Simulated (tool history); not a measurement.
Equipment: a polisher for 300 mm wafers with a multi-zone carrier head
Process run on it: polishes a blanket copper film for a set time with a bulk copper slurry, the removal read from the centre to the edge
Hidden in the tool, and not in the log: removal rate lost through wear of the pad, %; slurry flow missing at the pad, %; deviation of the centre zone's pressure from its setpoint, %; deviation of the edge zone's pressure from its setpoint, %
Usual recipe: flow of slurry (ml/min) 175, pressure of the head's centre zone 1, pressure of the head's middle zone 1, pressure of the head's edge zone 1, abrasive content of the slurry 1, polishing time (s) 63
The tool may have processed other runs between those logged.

run     day  flow of slurry (ml/min)  pressure of the head's centre zone  pressure of the head's middle zone  pressure of the head's edge zone  abrasive content of the slurry  polishing time (s)  wafers since the last listed run  wafers polished on this pad  hours since the slurry nozzle was cleaned  hours since the centre zone pressure was calibrated  hours since the edge zone pressure was calibrated  hours since the carrier head's membrane was replaced  incoming thickness of the incoming film, nm  film removed at the wafer's centre (nm)  film removed at mid-radius (nm)  film removed at the wafer's edge (nm)
  1       0                      175                                0.97                                   1                                 1                               1                  63                                 0                          312                                      363.3                                                 10.3                                              821.5                                                   482                                       2093.5                                    388.8                              397                                  399.9
  2   0.592                      175                                0.97                                   1                                 1                               1                  63                               126                          438                                      377.5                                                 24.5                                              835.7                                                 496.2                                       2070.6                                    390.5                            398.6                                  395.1
  3   0.938                      175                                   1                                   1                                 1                               1                  63                                73                          512                                      385.8                                                 32.8                                                844                                                 504.5                                       2093.4                                    402.1                            392.6                                  404.4
  4   1.462                      175                                0.97                                   1                                 1                               1                  63                               111                          623                                      398.4                                                 45.4                                              856.6                                                 517.1                                       2088.3                                    383.8                            391.1                                  407.1
  5   1.896                      230                                   1                                0.89                                 1                            1.25                  78                                92                          716                                      408.8                                                 55.8                                                867                                                 527.5                                       2064.5                                    528.5                            479.5                                  536.3
  6   2.325                      175                                0.93                                 0.9                                 1                               1                  41                                91                          807                                      419.1                                                 66.1                                              877.3                                                 537.8                                       2127.2                                    239.2                            234.4                                  263.1
      2.883  -- edge zone pressure recalibrated
  7   2.904                      175                                   1                                   1                                 1                               1                  57                               105                          913                                        433                                                   80                                                0.5                                                 551.7                                       2070.5                                    354.4                              348                                  369.9
      3.475  -- carrier head's membrane replaced by a new one
  8   3.579                      210                                   1                                   1                                 1                               1                  80                                99                         1012                                      449.2                                                 96.2                                               16.7                                                   2.5                                         2073                                    503.1                            506.7                                  522.8
  9   4.208                      175                                   1                                   1                                 1                               1                  63                               134                         1146                                      464.3                                                111.3                                               31.8                                                  17.6                                       2069.2                                    387.3                            380.8                                  400.2
 10   4.517                      145                                   1                                   1                              0.92                            1.25                  63                                65                         1212                                      471.7                                                118.7                                               39.2                                                    25                                       2144.4                                      374                            375.8                                  385.7
      4.783  -- worn pad replaced by a new one
      4.958  -- slurry nozzle cleaned
 11   5.021                      175                                   1                                 0.9                                 1                               1                  63                                63                           41                                        1.5                                                130.8                                               51.3                                                  37.1                                       2098.7                                    424.6                            383.3                                  425.8
 12   5.329                      175                                   1                                   1                              0.92                               1                  75                                65                          107                                        8.9                                                138.2                                               58.7                                                  44.5                                       2105.2                                    519.3                            496.7                                    491
 13   5.804                      230                                   1                                   1                                 1                               1                  45                               101                          208                                       20.3                                                149.6                                               70.1                                                  55.9                                       2127.4                                    313.4                            312.3                                  309.7
 14   6.492                      175                                   1                                   1                                 1                               1                  63                               146                          354                                       36.8                                                166.1                                               86.6                                                  72.4                                       2111.6                                      433                              413                                  432.9
 15   7.212                      175                                   1                                   1                              0.92                            0.75                  63                               153                          508                                       54.1                                                183.4                                              103.9                                                  89.7                                       2122.6                                    405.9                            395.1                                  392.8
 16   7.492                      125                                0.92                                1.09                                 1                             0.8                  63                                59                          567                                       60.8                                                190.1                                              110.6                                                  96.4                                       2111.2                                      354                            410.4                                  398.5
 17   7.983                      175                                   1                                   1                              1.08                               1                  55                               104                          672                                       72.6                                                201.9                                              122.4                                                 108.2                                       2119.9                                    373.9                            367.9                                  385.8
 18   8.554                      175                                   1                                   1                                 1                             1.3                  63                               121                          794                                       86.3                                                215.6                                              136.1                                                 121.9                                         2088                                    442.9                            442.6                                  447.2
 19   8.921                      175                                   1                                1.04                                 1                               1                  63                                78                          872                                       95.1                                                224.4                                              144.9                                                 130.7                                       2059.5                                    424.5                            428.2                                  424.1
 20   9.612                      150                                   1                                0.93                              0.94                             1.2                  63                               147                         1019                                      111.7                                                  241                                              161.5                                                 147.3                                       2101.3                                    435.7                            394.3                                  419.2
 21  10.029                      175                                   1                                   1                                 1                               1                  50                                88                         1108                                      121.7                                                  251                                              171.5                                                 157.3                                       2115.2                                    337.1                            323.8                                  334.5

Below are 5 alternative next runs, each starting from the tool's condition after run 21. Predict each:
  A  10.046                      175                                   1                                   1                                 1                            0.75                  63                                 3                         1112                                      122.1                                                251.4                                              171.9                                                 157.7                                       2091.4                                        ?                                ?                                      ?
  B  10.046                      235                                0.93                                0.91                              1.04                               1                  63                                 3                         1112                                      122.1                                                251.4                                              171.9                                                 157.7                                       2091.4                                        ?                                ?                                      ?
  C  10.046                      225                                   1                                0.95                              0.97                               1                  63                                 3                         1112                                      122.1                                                251.4                                              171.9                                                 157.7                                       2091.4                                        ?                                ?                                      ?
  D  10.046                      175                                   1                                   1                              0.89                             1.2                  63                                 3                         1112                                      122.1                                                251.4                                              171.9                                                 157.7                                       2091.4                                        ?                                ?                                      ?
  E  10.046                      175                                0.93                                1.06                              0.95                               1                  63                                 3                         1112                                      122.1                                                251.4                                              171.9                                                 157.7                                       2091.4                                        ?                                ?                                      ?

run  film removed at the wafer's centre (nm)  film removed at mid-radius (nm)  film removed at the wafer's edge (nm)
  A                                    413.3                            398.1                                  398.5
  B                                    423.1                            403.7                                  441.5
  C                                    452.7                            416.1                                    425
  D                                    451.7                            435.2                                  412.3
  E                                    405.3                            441.4                                  409.8
Stripped of hidden state, with their random variation kept, the same runs would have yielded:
run  film removed at the wafer's centre (nm)  film removed at mid-radius (nm)  film removed at the wafer's edge (nm)
  A                                    416.4                            400.8                                  400.4
  B                                    425.5                            405.8                                  443.2
  C                                    455.4                            418.4                                  426.7
  D                                      455                            438.1                                  414.3
  E                                    408.4                            444.3                                  411.8
